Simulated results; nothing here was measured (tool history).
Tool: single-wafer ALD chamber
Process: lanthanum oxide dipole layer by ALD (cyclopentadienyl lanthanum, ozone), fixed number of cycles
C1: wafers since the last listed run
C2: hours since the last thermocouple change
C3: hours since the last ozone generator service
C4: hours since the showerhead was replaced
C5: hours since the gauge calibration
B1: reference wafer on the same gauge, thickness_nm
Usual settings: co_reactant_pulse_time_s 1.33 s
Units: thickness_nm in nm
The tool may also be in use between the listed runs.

run 1 hour=0.0 | co_reactant_pulse_time_s=1.57 | C1=0 C2=2047.7 C3=631.6 C4=4493.5 C5=767.4 | B1=0.443 | thickness_nm=0.541
run 2 hour=54.9 | co_reactant_pulse_time_s=0.98 | C1=1091 C2=2102.6 C3=686.5 C4=4548.4 C5=822.3 | B1=0.443 | thickness_nm=0.479
run 3 hour=83.2 | co_reactant_pulse_time_s=0.98 | C1=562 C2=2130.9 C3=714.8 C4=4576.7 C5=850.6 | B1=0.443 | thickness_nm=0.475
run 4 hour=108.5 | co_reactant_pulse_time_s=1.04 | C1=502 C2=2156.2 C3=740.1 C4=4602.0 C5=875.9 | B1=0.443 | thickness_nm=0.491
run 5 hour=144.8 | co_reactant_pulse_time_s=1.33 | C1=721 C2=2192.5 C3=776.4 C4=4638.3 C5=912.2 | B1=0.443 | thickness_nm=0.520
run 6 hour=183.1 | co_reactant_pulse_time_s=1.58 | C1=761 C2=2230.8 C3=814.7 C4=4676.6 C5=950.5 | B1=0.443 | thickness_nm=0.532
run 7 hour=220.7 | co_reactant_pulse_time_s=1.58 | C1=747 C2=2268.4 C3=852.3 C4=4714.2 C5=988.1 | B1=0.443 | thickness_nm=0.534
run 8 hour=291.2 | co_reactant_pulse_time_s=1.48 | C1=1401 C2=2338.9 C3=922.8 C4=4784.7 C5=1058.6 | B1=0.444 | thickness_nm=0.528
run 9 hour=352.7 | co_reactant_pulse_time_s=1.33 | C1=1222 C2=2400.4 C3=984.3 C4=4846.2 C5=1120.1 | B1=0.444 | thickness_nm=0.514
run 10 hour=416.1 | co_reactant_pulse_time_s=1.33 | C1=1260 C2=2463.8 C3=1047.7 C4=4909.6 C5=1183.5 | B1=0.443 | thickness_nm=0.509
-- hour=536.3 gauge calibrated
run 11 hour=555.3 | co_reactant_pulse_time_s=1.33 | C1=2767 C2=2603.0 C3=1186.9 C4=5048.8 C5=19.0 | B1=0.444 | thickness_nm=0.504
run 12 hour=588.3 | co_reactant_pulse_time_s=1.33 | C1=655 C2=2636.0 C3=1219.9 C4=5081.8 C5=52.0 | B1=0.443 | thickness_nm=0.508
-- hour=601.9 showerhead replaced
run 13 hour=625.7 | co_reactant_pulse_time_s=1.60 | C1=584 C2=2673.4 C3=1257.3 C4=23.8 C5=89.4 | B1=0.442 | thickness_nm=0.525
-- hour=642.4 thermocouple changed; heater temperature recalibrated
run 14 hour=680.6 | co_reactant_pulse_time_s=1.33 | C1=932 C2=38.2 C3=1312.2 C4=78.7 C5=144.3 | B1=0.444 | thickness_nm=0.503
run 15 hour=736.3 | co_reactant_pulse_time_s=1.33 | C1=1107 C2=93.9 C3=1367.9 C4=134.4 C5=200.0 | B1=0.443 | thickness_nm=0.499
run 16 hour=792.9 | co_reactant_pulse_time_s=0.94 | C1=1125 C2=150.5 C3=1424.5 C4=191.0 C5=256.6 | B1=0.443 | thickness_nm=0.445
run 17 hour=855.3 | co_reactant_pulse_time_s=1.00 | C1=1240 C2=212.9 C3=1486.9 C4=253.4 C5=319.0 | B1=0.442 | thickness_nm=0.449
run 18 hour=921.3 | co_reactant_pulse_time_s=0.93 | C1=1311 C2=278.9 C3=1552.9 C4=319.4 C5=385.0 | B1=0.444 | thickness_nm=0.434
-- hour=953.0 ozone generator serviced
run 19 hour=965.3 | co_reactant_pulse_time_s=1.55 | C1=715 C2=322.9 C3=12.3 C4=363.4 C5=429.0 | B1=0.444 | thickness_nm=0.543
run 20 hour=1037.7 | co_reactant_pulse_time_s=1.69 | C1=1439 C2=395.3 C3=84.7 C4=435.8 C5=501.4 | B1=0.442 | thickness_nm=0.544
run 21 hour=1084.9 | co_reactant_pulse_time_s=1.07 | C1=938 C2=442.5 C3=131.9 C4=483.0 C5=548.6 | B1=0.443 | thickness_nm=0.500
run 22 hour=1139.3 | co_reactant_pulse_time_s=1.33 | C1=1081 C2=496.9 C3=186.3 C4=537.4 C5=603.0 | B1=0.444 | thickness_nm=0.523
run 23 hour=1186.2 | co_reactant_pulse_time_s=1.09 | C1=932 C2=543.8 C3=233.2 C4=584.3 C5=649.9 | B1=0.443 | thickness_nm=0.508
run 24 hour=1236.4 | co_reactant_pulse_time_s=0.97 | C1=997 C2=594.0 C3=283.4 C4=634.5 C5=700.1 | B1=0.443 | thickness_nm=0.493

3 ways to go on from here, each from the tool as it stands after run 24. What would each give?
run A hour=1236.8 | co_reactant_pulse_time_s=1.13 | C1=7 C2=594.4 C3=283.8 C4=634.9 C5=700.5 | B1=? | thickness_nm=?
run B hour=1236.8 | co_reactant_pulse_time_s=0.92 | C1=7 C2=594.4 C3=283.8 C4=634.9 C5=700.5 | B1=? | thickness_nm=?
run C hour=1236.8 | co_reactant_pulse_time_s=1.56 | C1=7 C2=594.4 C3=283.8 C4=634.9 C5=700.5 | B1=? | thickness_nm=?

run=A B1=0.442 thickness_nm=0.513
run=B B1=0.442 thickness_nm=0.486
run=C B1=0.442 thickness_nm=0.545
Without the tool's hidden state the same runs would have given:
run=A thickness_nm=0.517
run=B thickness_nm=0.491
run=C thickness_nm=0.548
